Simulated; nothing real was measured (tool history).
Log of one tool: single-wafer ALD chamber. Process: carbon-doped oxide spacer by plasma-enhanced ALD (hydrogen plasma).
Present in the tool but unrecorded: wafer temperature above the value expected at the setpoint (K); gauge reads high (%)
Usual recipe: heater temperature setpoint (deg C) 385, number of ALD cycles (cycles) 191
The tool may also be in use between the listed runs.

run    hour  heater temperature setpoint (deg C)  number of ALD cycles (cycles)  wafers since the last listed run  hours since the last thermocouple change  hours since the gauge calibration  read-back reference wafer on the same gauge, thickness_nm  mean film thickness on the monitor wafer (Å)
  1     0.0                                  385                            191                                 0                                      35.7                             1006.0                                                      7.635                                         89.35
  2    70.8                                  385                            191                               147                                     106.5                             1076.8                                                      7.624                                         89.73
  3   139.1                                  385                            191                               142                                     174.8                             1145.1                                                      7.618                                         89.33
  4   180.1                                  385                            175                                85                                     215.8                             1186.1                                                      7.614                                         81.55
  5   246.9                                  385                            175                               139                                     282.6                             1252.9                                                      7.608                                         82.35
  6   309.5                                  385                            175                               130                                     345.2                             1315.5                                                      7.605                                         81.83
  7   335.1                                  374                            191                                53                                     370.8                             1341.1                                                      7.602                                         89.18
  8   397.1                                  385                            191                               129                                     432.8                             1403.1                                                      7.596                                         88.72
  9   468.8                                  385                            191                               149                                     504.5                             1474.8                                                      7.594                                         88.95
 10   502.3                                  385                            191                                69                                     538.0                             1508.3                                                      7.577                                         88.86
 11   562.3                                  385                            191                               125                                     598.0                             1568.3                                                      7.568                                         88.73
 12   599.9                                  385                            191                                78                                     635.6                             1605.9                                                      7.576                                         88.50
 13   636.0                                  385                            191                                75                                     671.7                             1642.0                                                      7.568                                         88.48
 14   663.1                                  385                            191                                56                                     698.8                             1669.1                                                      7.555                                         88.39
 15   702.7                                  385                            205                                82                                     738.4                             1708.7                                                      7.562                                         94.72
 16   747.6                                  385                            205                                93                                     783.3                             1753.6                                                      7.555                                         95.07
 17   790.9                                  385                            205                                90                                     826.6                             1796.9                                                      7.551                                         95.33
 18   847.2                                  385                            191                               117                                     882.9                             1853.2                                                      7.544                                         88.04
 19   895.2                                  385                            191                               100                                     930.9                             1901.2                                                      7.537                                         88.28
 20   931.2                                  385                            191                                75                                     966.9                             1937.2                                                      7.537                                         88.20
 21   996.5                                  385                            191                               136                                    1032.2                             2002.5                                                      7.528                                         88.65
 22  1051.0                                  385                            191                               113                                    1086.7                             2057.0                                                      7.525                                         87.90
 23  1084.1                                  399                            206                                69                                    1119.8                             2090.1                                                      7.518                                         95.03
 24  1127.9                                  385                            191                                91                                    1163.6                             2133.9                                                      7.513                                         88.30
 25  1155.9                                  400                            212                                58                                    1191.6                             2161.9                                                      7.509                                         97.34
 26  1190.3                                  376                            154                                71                                    1226.0                             2196.3                                                      7.505                                         71.05
 27  1229.1                                  385                            191                                81                                    1264.8                             2235.1                                                      7.495                                         88.13
 28  1284.8                                  379                            218                               116                                    1320.5                             2290.8                                                      7.496                                        100.37
 29  1348.5                                  391                            176                               133                                    1384.2                             2354.5                                                      7.487                                         80.90
 30  1372.6                                  392                            191                                50                                    1408.3                             2378.6                                                      7.489                                         87.74
     1409.2  -- gauge calibrated
 31  1426.7                                  385                            191                               113                                    1462.4                               17.5                                                      7.633                                         89.82
     1604.0  -- thermocouple changed; heater temperature recalibrated
 32  1623.0                                  371                            154                               393                                      19.0                              213.8                                                      7.616                                         72.33
 33  1671.3                                  371                            154                               100                                      67.3                              262.1                                                      7.615                                         72.21
 34  1735.2                                  399                            220                               133                                     131.2                              326.0                                                      7.604                                        102.49
 35  1799.2                                  385                            191                               133                                     195.2                              390.0                                                      7.598                                         89.01
 36  1832.2                                  385                            215                                68                                     228.2                              423.0                                                      7.600                                        100.28
 37  1886.4                                  374                            175                               113                                     282.4                              477.2                                                      7.594                                         81.21
 38  1925.8                                  370                            170                                82                                     321.8                              516.6                                                      7.578                                         79.30
 39  1959.1                                  399                            206                                69                                     355.1                              549.9                                                      7.578                                         95.91
 40  1997.3                                  385                            166                                79                                     393.3                              588.1                                                      7.576                                         77.09
 41  2030.6                                  385                            172                                69                                     426.6                              621.4                                                      7.578                                         79.97
 42  2181.0                                  385                            175                               314                                     577.0                              771.8                                                      7.559                                         81.16
 43  2226.5                                  378                            191                                95                                     622.5                              817.3                                                      7.562                                         88.88
 44  2272.1                                  399                            159                                95                                     668.1                              862.9                                                      7.548                                         73.58
 45  2342.8                                  385                            191                               147                                     738.8                              933.6                                                      7.542                                         88.72

Consider 4 possible next runs. They are alternatives, not a sequence: every one starts from the tool as it was left by run 45. What does each give?
  A  2343.5                                  393                            191                                 1                                     739.5                              934.3                                                          ?                                             ?
  B  2343.5                                  393                            166                                 1                                     739.5                              934.3                                                          ?                                             ?
  C  2343.5                                  377                            209                                 1                                     739.5                              934.3                                                          ?                                             ?
  D  2343.5                                  389                            207                                 1                                     739.5                              934.3                                                          ?                                             ?

run  read-back reference wafer on the same gauge, thickness_nm  mean film thickness on the monitor wafer (Å)
  A                                                      7.540                                         88.06
  B                                                      7.540                                         76.53
  C                                                      7.540                                         96.36
  D                                                      7.540                                         95.43
The same runs, with their run-to-run variation unchanged, on a tool lacking any hidden condition would have given:
run  mean film thickness on the monitor wafer (Å)
  A                                         90.15
  B                                         78.35
  C                                         98.65
  D                                         97.71
